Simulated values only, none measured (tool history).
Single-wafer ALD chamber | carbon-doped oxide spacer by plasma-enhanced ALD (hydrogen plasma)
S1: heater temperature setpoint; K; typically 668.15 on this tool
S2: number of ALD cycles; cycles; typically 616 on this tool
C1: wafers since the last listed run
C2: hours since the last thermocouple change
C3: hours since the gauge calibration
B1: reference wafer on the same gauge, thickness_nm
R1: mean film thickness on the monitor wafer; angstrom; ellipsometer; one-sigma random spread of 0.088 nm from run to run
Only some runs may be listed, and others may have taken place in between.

run 1 hour=0.0 | S1=668.15 S2=616 | C1=0 C2=2265.8 C3=158.0 | B1=31.984 | R1=352.57
run 2 hour=16.7 | S1=676.15 S2=616 | C1=13 C2=2282.5 C3=174.7 | B1=31.988 | R1=348.76
run 3 hour=25.2 | S1=676.15 S2=616 | C1=6 C2=2291.0 C3=183.2 | B1=31.993 | R1=347.88
run 4 hour=41.4 | S1=668.15 S2=616 | C1=12 C2=2307.2 C3=199.4 | B1=31.983 | R1=352.06
run 5 hour=53.4 | S1=668.15 S2=616 | C1=9 C2=2319.2 C3=211.4 | B1=32.019 | R1=351.77
run 6 hour=67.4 | S1=668.15 S2=616 | C1=11 C2=2333.2 C3=225.4 | B1=32.003 | R1=350.32
run 7 hour=79.2 | S1=668.15 S2=616 | C1=9 C2=2345.0 C3=237.2 | B1=31.994 | R1=353.37
run 8 hour=92.3 | S1=673.15 S2=520 | C1=10 C2=2358.1 C3=250.3 | B1=31.995 | R1=297.50
run 9 hour=109.7 | S1=681.15 S2=502 | C1=13 C2=2375.5 C3=267.7 | B1=31.994 | R1=279.94
run 10 hour=120.1 | S1=660.15 S2=556 | C1=8 C2=2385.9 C3=278.1 | B1=32.026 | R1=318.77

Forecast run 11:
-- hour=121.7 gauge calibrated
run 11 hour=127.0 | S1=658.15 S2=694 | C1=5 C2=2392.8 C3=5.3 | B1=? | R1=?

B1: 32.005
R1: 398.19 angstrom
With the hidden condition absent and the run-to-run variation left alone, this run would have shown R1 398.19 angstrom.
